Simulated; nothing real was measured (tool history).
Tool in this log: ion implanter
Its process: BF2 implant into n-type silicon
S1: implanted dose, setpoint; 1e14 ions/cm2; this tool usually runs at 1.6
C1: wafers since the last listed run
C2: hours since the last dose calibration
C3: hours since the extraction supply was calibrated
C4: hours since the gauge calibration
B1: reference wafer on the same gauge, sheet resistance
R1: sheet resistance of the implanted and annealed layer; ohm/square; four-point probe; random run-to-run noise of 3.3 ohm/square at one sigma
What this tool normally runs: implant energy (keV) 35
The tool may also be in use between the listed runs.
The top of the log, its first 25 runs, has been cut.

{"run": 26, "day": 28.3, "S1": 1.6, "implant energy (keV)": 35, "C1": 395, "C2": 309.6, "C3": 206, "C4": 376.4, "B1": 670.56, "R1": 619.97}
{"run": 27, "day": 29.421, "S1": 1.93, "implant energy (keV)": 31.5, "C1": 528, "C2": 336.5, "C3": 232.9, "C4": 403.3, "B1": 668.98, "R1": 543.23}
{"run": 28, "day": 30.054, "S1": 2, "implant energy (keV)": 27.5, "C1": 298, "C2": 351.7, "C3": 248.1, "C4": 418.5, "B1": 670.42, "R1": 528.58}
{"run": 29, "day": 31.0, "S1": 1.25, "implant energy (keV)": 27, "C1": 446, "C2": 374.4, "C3": 270.8, "C4": 441.2, "B1": 669.82, "R1": 795.58}
{"day": 31.746, "done": "gauge calibrated"}
{"run": 30, "day": 33.467, "S1": 1.6, "implant energy (keV)": 35, "C1": 1163, "C2": 433.6, "C3": 330, "C4": 41.3, "B1": 669.49, "R1": 621.5}
{"run": 31, "day": 34.879, "S1": 1.78, "implant energy (keV)": 46.5, "C1": 666, "C2": 467.5, "C3": 363.9, "C4": 75.2, "B1": 670.58, "R1": 555.2}
{"run": 32, "day": 35.538, "S1": 1.35, "implant energy (keV)": 31.5, "C1": 310, "C2": 483.3, "C3": 379.7, "C4": 91, "B1": 670.47, "R1": 719.39}
{"run": 33, "day": 36.225, "S1": 1.33, "implant energy (keV)": 27, "C1": 324, "C2": 499.8, "C3": 396.2, "C4": 107.5, "B1": 669.92, "R1": 754.39}
{"run": 34, "day": 36.95, "S1": 1.22, "implant energy (keV)": 43, "C1": 342, "C2": 517.2, "C3": 413.6, "C4": 124.9, "B1": 669.32, "R1": 749.27}
{"run": 35, "day": 38.188, "S1": 1.84, "implant energy (keV)": 41, "C1": 583, "C2": 546.9, "C3": 443.3, "C4": 154.6, "B1": 669.01, "R1": 550.83}
{"run": 36, "day": 39.354, "S1": 1.88, "implant energy (keV)": 43.5, "C1": 550, "C2": 574.9, "C3": 471.3, "C4": 182.6, "B1": 670.91, "R1": 538}
{"run": 37, "day": 39.988, "S1": 1.21, "implant energy (keV)": 24.5, "C1": 298, "C2": 590.1, "C3": 486.5, "C4": 197.8, "B1": 670.02, "R1": 823.85}
{"run": 38, "day": 40.588, "S1": 1.6, "implant energy (keV)": 35, "C1": 283, "C2": 604.5, "C3": 500.9, "C4": 212.2, "B1": 668.95, "R1": 627.28}

Predict each of these 3 candidate next runs independently; none follows another, all start after run 38:
{"run": "A", "day": 40.604, "S1": 1.6, "implant energy (keV)": 44.5, "C1": 7, "C2": 604.9, "C3": 501.3, "C4": 212.6, "B1": "?", "R1": "?"}
{"run": "B", "day": 40.604, "S1": 1.18, "implant energy (keV)": 35, "C1": 7, "C2": 604.9, "C3": 501.3, "C4": 212.6, "B1": "?", "R1": "?"}
{"run": "C", "day": 40.604, "S1": 1.18, "implant energy (keV)": 29.5, "C1": 7, "C2": 604.9, "C3": 501.3, "C4": 212.6, "B1": "?", "R1": "?"}

run=A B1=669.14 R1=606.11
run=B B1=669.14 R1=791.22
run=C B1=669.14 R1=813.47
Without the tool's hidden state the same runs would have given:
run=A R1=606.11
run=B R1=791.22
run=C R1=813.47

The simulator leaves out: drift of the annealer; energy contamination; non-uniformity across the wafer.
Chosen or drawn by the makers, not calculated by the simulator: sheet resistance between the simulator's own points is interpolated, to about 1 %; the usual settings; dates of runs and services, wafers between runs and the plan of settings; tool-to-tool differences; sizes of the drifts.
